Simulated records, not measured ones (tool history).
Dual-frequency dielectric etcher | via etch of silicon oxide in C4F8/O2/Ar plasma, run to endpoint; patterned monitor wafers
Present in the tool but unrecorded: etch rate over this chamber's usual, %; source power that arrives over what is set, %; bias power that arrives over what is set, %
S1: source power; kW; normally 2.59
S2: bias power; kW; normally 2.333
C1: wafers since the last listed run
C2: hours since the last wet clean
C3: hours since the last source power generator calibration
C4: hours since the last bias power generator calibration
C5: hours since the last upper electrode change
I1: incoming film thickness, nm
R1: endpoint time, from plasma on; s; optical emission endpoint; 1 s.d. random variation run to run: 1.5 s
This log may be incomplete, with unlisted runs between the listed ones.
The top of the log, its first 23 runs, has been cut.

| run | hour | S1 | S2 | C1 | C2 | C3 | C4 | C5 | I1 | R1 |
|---|---|---|---|---|---|---|---|---|---|---|
| 24 | 1708.7 | 3.16 | 1.905 | 282 | 420.6 | 5421.8 | 1068.9 | 1256 | 1212.3 | 223.7 |
| 25 | 1765.6 | 2.27 | 2.688 | 213 | 477.5 | 5478.7 | 1125.8 | 1312.9 | 1209.5 | 218.9 |
|  | 1786.5 | source power generator calibrated |
| 26 | 1811 | 2.34 | 2.758 | 155 | 522.9 | 24.5 | 1171.2 | 1358.3 | 1199.9 | 212.2 |
| 27 | 1878.1 | 3.1 | 2.116 | 251 | 590 | 91.6 | 1238.3 | 1425.4 | 1219.2 | 215.6 |
|  | 1953 | wet clean of the chamber |
| 28 | 1953.5 | 2.59 | 2.333 | 192 | 0.5 | 167 | 1313.7 | 1500.8 | 1209.5 | 222.6 |
| 29 | 2025.4 | 2.59 | 2.333 | 269 | 72.4 | 238.9 | 1385.6 | 1572.7 | 1224.9 | 223.5 |
| 30 | 2074.1 | 2.59 | 2.333 | 182 | 121.1 | 287.6 | 1434.3 | 1621.4 | 1204.2 | 220.8 |
| 31 | 2174.4 | 2.59 | 2.333 | 376 | 221.4 | 387.9 | 1534.6 | 1721.7 | 1224.6 | 223.2 |
| 32 | 2235.1 | 2.59 | 1.866 | 227 | 282.1 | 448.6 | 1595.3 | 1782.4 | 1222.8 | 235.8 |
| 33 | 2342 | 2.78 | 1.941 | 401 | 389 | 555.5 | 1702.2 | 1889.3 | 1220.3 | 227.8 |
| 34 | 2412.8 | 2.77 | 2.161 | 265 | 459.8 | 626.3 | 1773 | 1960.1 | 1221.2 | 221.8 |
| 35 | 2506.7 | 2.59 | 2.113 | 352 | 553.7 | 720.2 | 1866.9 | 2054 | 1212.2 | 222.7 |
| 36 | 2543.9 | 3.22 | 1.804 | 139 | 590.9 | 757.4 | 1904.1 | 2091.2 | 1210.9 | 222.1 |

Consider 3 possible next runs. They are alternatives, not a sequence: every one starts from the tool as it was left by run 36. What does each give?
| A | 2544.4 | 2.59 | 2.333 | 1 | 591.4 | 757.9 | 1904.6 | 2091.7 | 1222 | ? |
| B | 2544.4 | 3.11 | 1.918 | 1 | 591.4 | 757.9 | 1904.6 | 2091.7 | 1222 | ? |
| C | 2544.4 | 2.29 | 2.662 | 1 | 591.4 | 757.9 | 1904.6 | 2091.7 | 1222 | ? |

| run | R1 |
|---|---|
| A | 218.9 |
| B | 221.7 |
| C | 216.2 |
Take away the tool's hidden state, keep each run's random variation, and the runs would have read:
| run | R1 |
|---|---|
| A | 225.5 |
| B | 228.3 |
| C | 222.7 |
